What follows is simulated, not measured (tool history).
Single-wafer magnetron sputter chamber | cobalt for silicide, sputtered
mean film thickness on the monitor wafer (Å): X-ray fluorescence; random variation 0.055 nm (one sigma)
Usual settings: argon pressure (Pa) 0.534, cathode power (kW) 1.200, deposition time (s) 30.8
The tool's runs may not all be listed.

run   hour  argon pressure (Pa)  cathode power (kW)  deposition time (s)  read-back reference wafer on the same gauge, thickness_nm  mean film thickness on the monitor wafer (Å)
  1    0.0                0.534               1.200                 30.8                                                     16.214                                        175.93
       0.1  -- gauge calibrated
      24.2  -- sputter target and shields replaced
  2   24.7                0.534               1.200                 30.8                                                     16.196                                        176.54
  3   50.0                0.534               1.200                 30.8                                                     16.192                                        177.79
  4   81.6                0.583               1.200                 30.8                                                     16.192                                        173.90
  5  135.1                0.583               1.200                 30.8                                                     16.198                                        172.65
  6  156.8                0.534               1.200                 30.8                                                     16.185                                        176.87
  7  182.5                0.534               1.200                 30.8                                                     16.212                                        176.34
  8  213.3                0.462               1.200                 30.8                                                     16.199                                        181.73
  9  241.0                0.534               1.200                 30.8                                                     16.210                                        176.48
 10  262.4                0.534               1.200                 30.8                                                     16.183                                        175.82
     279.2  -- magnet pack replaced
 11  290.8                0.534               1.050                 26.6                                                     16.201                                        133.11
 12  312.4                0.534               1.200                 30.8                                                     16.194                                        176.11
     336.8  -- capacitance manometer re-zeroed and calibrated
 13  339.8                0.383               1.100                 34.8                                                     16.218                                        194.12
 14  371.0                0.534               1.200                 30.8                                                     16.198                                        176.01
 15  391.8                0.362               1.200                 30.8                                                     16.195                                        189.05
 16  413.4                0.647               1.400                 36.2                                                     16.214                                        230.86
 17  443.9                0.385               1.200                 26.4                                                     16.204                                        159.69
 18  458.7                0.534               1.200                 30.8                                                     16.205                                        176.43
     485.0  -- sputter target and shields replaced
 19  485.5                0.381               1.200                 30.8                                                     16.199                                        186.84
 20  500.3                0.617               1.500                 33.2                                                     16.203                                        229.68
 21  516.3                0.534               1.300                 36.3                                                     16.196                                        223.87
 22  531.1                0.534               1.200                 30.8                                                     16.182                                        176.87
 23  564.7                0.534               1.200                 30.8                                                     16.200                                        176.79
 24  596.3                0.673               0.950                 33.2                                                     16.204                                        142.46
 25  611.4                0.534               1.200                 32.2                                                     16.203                                        183.51
 26  628.5                0.647               0.900                 36.7                                                     16.217                                        151.43
 27  661.5                0.639               1.100                 30.8                                                     16.217                                        155.33
 28  682.7                0.639               1.100                 30.8                                                     16.190                                        154.57
 29  699.8                0.337               1.350                 34.0                                                     16.193                                        237.32
 30  733.4                0.395               1.000                 34.1                                                     16.202                                        171.99
 31  767.7                0.534               1.200                 30.8                                                     16.209                                        175.82
 32  780.2                0.369               1.200                 30.8                                                     16.192                                        187.99
 33  810.5                0.534               1.500                 27.8                                                     16.205                                        199.98
 34  823.5                0.534               1.200                 30.8                                                     16.215                                        176.83

The tool's hidden state at each run:
deposition rate above that of a new target (%): 0 in every run
true argon pressure above the setpoint (%): 0 in every run
gauge reads high (%): 0 in every run
